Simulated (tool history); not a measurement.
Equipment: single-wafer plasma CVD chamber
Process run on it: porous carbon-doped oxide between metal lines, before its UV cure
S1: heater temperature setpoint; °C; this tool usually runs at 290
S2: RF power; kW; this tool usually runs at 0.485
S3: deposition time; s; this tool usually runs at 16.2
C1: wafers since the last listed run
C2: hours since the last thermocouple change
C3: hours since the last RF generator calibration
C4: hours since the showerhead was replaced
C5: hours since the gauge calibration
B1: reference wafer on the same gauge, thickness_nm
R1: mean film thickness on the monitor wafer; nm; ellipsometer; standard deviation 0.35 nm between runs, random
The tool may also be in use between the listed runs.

run 1 hour=0.0 | S1=290 S2=0.485 S3=17.2 | C1=0 C2=229.5 C3=938.2 C4=2128.7 C5=105.7 | B1=114.863 | R1=101.827
run 2 hour=60.6 | S1=290 S2=0.485 S3=18.5 | C1=1569 C2=290.1 C3=998.8 C4=2189.3 C5=166.3 | B1=114.986 | R1=109.318
run 3 hour=113.7 | S1=290 S2=0.485 S3=18.5 | C1=1375 C2=343.2 C3=1051.9 C4=2242.4 C5=219.4 | B1=115.141 | R1=108.695
run 4 hour=173.5 | S1=285 S2=0.455 S3=16.2 | C1=1549 C2=403.0 C3=1111.7 C4=2302.2 C5=279.2 | B1=114.800 | R1=94.499
run 5 hour=248.8 | S1=285 S2=0.455 S3=16.2 | C1=1950 C2=478.3 C3=1187.0 C4=2377.5 C5=354.5 | B1=114.924 | R1=93.704
run 6 hour=303.7 | S1=285 S2=0.455 S3=16.2 | C1=1422 C2=533.2 C3=1241.9 C4=2432.4 C5=409.4 | B1=115.101 | R1=93.748
run 7 hour=409.2 | S1=290 S2=0.485 S3=16.2 | C1=2732 C2=638.7 C3=1347.4 C4=2537.9 C5=514.9 | B1=115.116 | R1=96.045
run 8 hour=495.8 | S1=290 S2=0.485 S3=16.2 | C1=2243 C2=725.3 C3=1434.0 C4=2624.5 C5=601.5 | B1=115.072 | R1=95.726
run 9 hour=570.2 | S1=290 S2=0.550 S3=16.2 | C1=1927 C2=799.7 C3=1508.4 C4=2698.9 C5=675.9 | B1=114.783 | R1=104.503
run 10 hour=665.9 | S1=290 S2=0.485 S3=16.2 | C1=2479 C2=895.4 C3=1604.1 C4=2794.6 C5=771.6 | B1=115.147 | R1=95.523
run 11 hour=707.1 | S1=278 S2=0.465 S3=16.2 | C1=1067 C2=936.6 C3=1645.3 C4=2835.8 C5=812.8 | B1=114.954 | R1=99.658
run 12 hour=747.5 | S1=290 S2=0.440 S3=16.2 | C1=1046 C2=977.0 C3=1685.7 C4=2876.2 C5=853.2 | B1=114.958 | R1=87.863
run 13 hour=841.0 | S1=290 S2=0.440 S3=16.2 | C1=2422 C2=1070.5 C3=1779.2 C4=2969.7 C5=946.7 | B1=114.885 | R1=87.834
run 14 hour=937.5 | S1=290 S2=0.485 S3=16.2 | C1=2499 C2=1167.0 C3=1875.7 C4=3066.2 C5=1043.2 | B1=114.926 | R1=95.334
run 15 hour=1009.0 | S1=290 S2=0.485 S3=16.2 | C1=1852 C2=1238.5 C3=1947.2 C4=3137.7 C5=1114.7 | B1=115.012 | R1=95.682
-- hour=1023.0 RF generator calibrated
run 16 hour=1091.6 | S1=278 S2=0.485 S3=14.1 | C1=1932 C2=1321.1 C3=68.6 C4=3220.3 C5=1197.3 | B1=115.280 | R1=94.571
run 17 hour=1148.7 | S1=282 S2=0.395 S3=15.0 | C1=1479 C2=1378.2 C3=125.7 C4=3277.4 C5=1254.4 | B1=114.942 | R1=82.490
-- hour=1170.4 thermocouple changed; heater temperature recalibrated
run 18 hour=1210.8 | S1=277 S2=0.420 S3=19.3 | C1=1401 C2=40.4 C3=187.8 C4=3339.5 C5=1316.5 | B1=115.062 | R1=114.545
-- hour=1299.5 gauge calibrated
run 19 hour=1299.9 | S1=290 S2=0.485 S3=14.9 | C1=2308 C2=129.5 C3=276.9 C4=3428.6 C5=0.4 | B1=114.951 | R1=91.253
run 20 hour=1400.7 | S1=290 S2=0.485 S3=16.2 | C1=2611 C2=230.3 C3=377.7 C4=3529.4 C5=101.2 | B1=114.949 | R1=98.039
run 21 hour=1507.2 | S1=290 S2=0.485 S3=16.2 | C1=2758 C2=336.8 C3=484.2 C4=3635.9 C5=207.7 | B1=114.969 | R1=97.866
run 22 hour=1546.7 | S1=290 S2=0.485 S3=16.2 | C1=1023 C2=376.3 C3=523.7 C4=3675.4 C5=247.2 | B1=114.905 | R1=97.482
run 23 hour=1590.9 | S1=290 S2=0.485 S3=16.2 | C1=1144 C2=420.5 C3=567.9 C4=3719.6 C5=291.4 | B1=115.046 | R1=97.494
-- hour=1639.2 showerhead replaced
run 24 hour=1676.6 | S1=305 S2=0.485 S3=16.2 | C1=2012 C2=506.2 C3=653.6 C4=37.4 C5=377.1 | B1=114.870 | R1=87.892
run 25 hour=1753.6 | S1=290 S2=0.485 S3=16.2 | C1=1994 C2=583.2 C3=730.6 C4=114.4 C5=454.1 | B1=114.866 | R1=97.679
run 26 hour=1813.3 | S1=299 S2=0.535 S3=16.2 | C1=1546 C2=642.9 C3=790.3 C4=174.1 C5=513.8 | B1=114.820 | R1=97.692
run 27 hour=1890.9 | S1=290 S2=0.485 S3=15.1 | C1=2010 C2=720.5 C3=867.9 C4=251.7 C5=591.4 | B1=114.902 | R1=90.480
run 28 hour=1976.8 | S1=290 S2=0.450 S3=18.2 | C1=2225 C2=806.4 C3=953.8 C4=337.6 C5=677.3 | B1=115.076 | R1=101.479
run 29 hour=2026.0 | S1=285 S2=0.450 S3=18.8 | C1=1274 C2=855.6 C3=1003.0 C4=386.8 C5=726.5 | B1=115.083 | R1=108.374
run 30 hour=2104.4 | S1=305 S2=0.485 S3=17.6 | C1=2030 C2=934.0 C3=1081.4 C4=465.2 C5=804.9 | B1=114.968 | R1=94.825

Consider 3 possible next runs. They are alternatives, not a sequence: every one starts from the tool as it was left by run 30. What does each give?
run A hour=2104.8 | S1=290 S2=0.575 S3=16.2 | C1=10 C2=934.4 C3=1081.8 C4=465.6 C5=805.3 | B1=? | R1=?
run B hour=2104.8 | S1=303 S2=0.485 S3=14.4 | C1=10 C2=934.4 C3=1081.8 C4=465.6 C5=805.3 | B1=? | R1=?
run C hour=2104.8 | S1=290 S2=0.485 S3=13.3 | C1=10 C2=934.4 C3=1081.8 C4=465.6 C5=805.3 | B1=? | R1=?

run=A B1=114.979 R1=108.001
run=B B1=114.979 R1=78.325
run=C B1=114.979 R1=79.019
Had the tool no hidden state, the same runs would have come out as:
run=A R1=112.281
run=B R1=81.542
run=C R1=82.266
